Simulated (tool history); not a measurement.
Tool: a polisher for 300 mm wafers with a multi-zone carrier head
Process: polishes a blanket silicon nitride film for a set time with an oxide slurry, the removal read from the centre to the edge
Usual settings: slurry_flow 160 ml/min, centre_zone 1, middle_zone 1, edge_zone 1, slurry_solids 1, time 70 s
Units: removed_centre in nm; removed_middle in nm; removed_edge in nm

run   hour  slurry_flow  centre_zone  middle_zone  edge_zone  slurry_solids  time  wafers since the last listed run  wafers polished on this pad  hours since the slurry nozzle was cleaned  hours since the centre zone pressure was calibrated  hours since the edge zone pressure was calibrated  hours since the carrier head's membrane was replaced  incoming thickness of the incoming film, nm  removed_centre  removed_middle  removed_edge
  1      0          160            1            1       1.04              1    70                                 0                          441                                       36.2                                               1169.9                                                348                                                  12.5                                        437.3            40.6            44.9          45.4
  2   10.8          160            1            1       1.04              1    70                               119                          561                                         47                                               1180.7                                              358.8                                                  23.3                                        441.8            41.5            45.2            46
  3   26.6          160            1            1       1.04              1    70                               175                          736                                       62.8                                               1196.5                                              374.6                                                  39.1                                        439.2              41            44.8          45.5
      32.8  -- centre zone pressure recalibrated
      38.8  -- edge zone pressure recalibrated
  4   40.1          160            1            1          1              1    70                               105                          842                                       76.3                                                  7.3                                                1.3                                                  52.6                                          444            46.5              45          45.8
  5   57.7          160            1            1          1            1.1    70                               195                         1037                                       93.9                                                 24.9                                               18.9                                                  70.2                                        439.5            47.9            47.6            47
      62.2  -- worn pad replaced by a new one
  6   69.2          160            1            1          1              1    82                                83                           78                                      105.4                                                 36.4                                               30.4                                                  81.7                                        430.9            53.3            52.8          53.9
  7   81.4          160            1            1          1              1    70                               135                          213                                      117.6                                                 48.6                                               42.6                                                  93.9                                        435.8            46.9            45.1          44.8
  8   89.3          160         0.91            1          1              1    80                                87                          301                                      125.5                                                 56.5                                               50.5                                                 101.8                                        436.2            48.1            53.5          51.2
  9   98.5          160            1            1          1              1    70                               102                          403                                      134.7                                                 65.7                                               59.7                                                   111                                        446.4            45.6            45.5            45
 10  109.3          160            1            1          1              1    70                               119                          522                                      145.5                                                 76.5                                               70.5                                                 121.8                                        434.3            46.4            45.8          45.4
 11  119.4          160            1            1          1            0.8    70                               112                          635                                      155.6                                                 86.6                                               80.6                                                 131.9                                        443.2              42            42.9          40.9
 12    133          105            1            1          1            0.9    70                               150                          785                                      169.2                                                100.2                                               94.2                                                 145.5                                        435.2            38.9            38.8          40.2
 13  147.4          205            1            1          1              1    70                               159                          945                                      183.6                                                114.6                                              108.6                                                 159.9                                        438.5            48.9            46.6          47.1
 14  154.9          180         0.97            1       1.06            0.7    70                                83                         1028                                      191.1                                                122.1                                              116.1                                                 167.4                                        438.6            38.5            40.1          40.6
     169.9  -- worn pad replaced by a new one
 15  172.8          160         0.97         0.92          1              1    70                               154                           31                                        209                                                  140                                                134                                                 185.3                                        437.7            43.9            44.5          45.3
 16  186.2          210         0.92         0.89       0.92              1    70                               148                          180                                      222.4                                                153.4                                              147.4                                                 198.7                                        447.4            42.7            45.6          44.4
 17  193.9          195          0.9         1.06          1              1    64                                85                          265                                      230.1                                                161.1                                              155.1                                                 206.4                                        435.8            38.6            44.1          41.7
 18  200.3          195            1         1.11       0.89              1    70                                71                          336                                      236.5                                                167.5                                              161.5                                                 212.8                                        440.7            45.5            49.5          43.7
 19  216.2          160            1         0.92       0.89              1    94                               176                          513                                      252.4                                                183.4                                              177.4                                                 228.7                                        442.2            60.1            59.9          56.7
 20    228          160         0.96            1          1              1    70                               130                          644                                      264.2                                                195.2                                              189.2                                                 240.5                                        443.5            43.2              45          45.3
 21  236.3          160            1            1          1              1    70                                92                          736                                      272.5                                                203.5                                              197.5                                                 248.8                                        443.9            43.9            44.7          45.2
 22  245.6          160            1         1.11       0.91            1.3    70                               103                          839                                      281.8                                                212.8                                              206.8                                                 258.1                                          439            48.4            51.5          46.6

How the hidden state differs across the entries between the runs, from the last listed run before each to the first after it:
Between runs 3 and 4: centre zone pressure recalibrated (hour 32.8); edge zone pressure recalibrated (hour 38.8)
  deviation of the centre zone's pressure from its setpoint, %: -11.5 -> 0.495
  measured less the result without the state, removed_centre: -5.3 -> +0.2 nm
Between runs 5 and 6: worn pad replaced by a new one (hour 62.2)
  deviation of the centre zone's pressure from its setpoint, %: -0.0907 -> -0.458
  measured less the result without the state, removed_centre: +0 -> -0.2 nm
Between runs 14 and 15: worn pad replaced by a new one (hour 169.9)
  deviation of the centre zone's pressure from its setpoint, %: -2.86 -> -3.29
  measured less the result without the state, removed_centre: -1.1 -> -1.5 nm
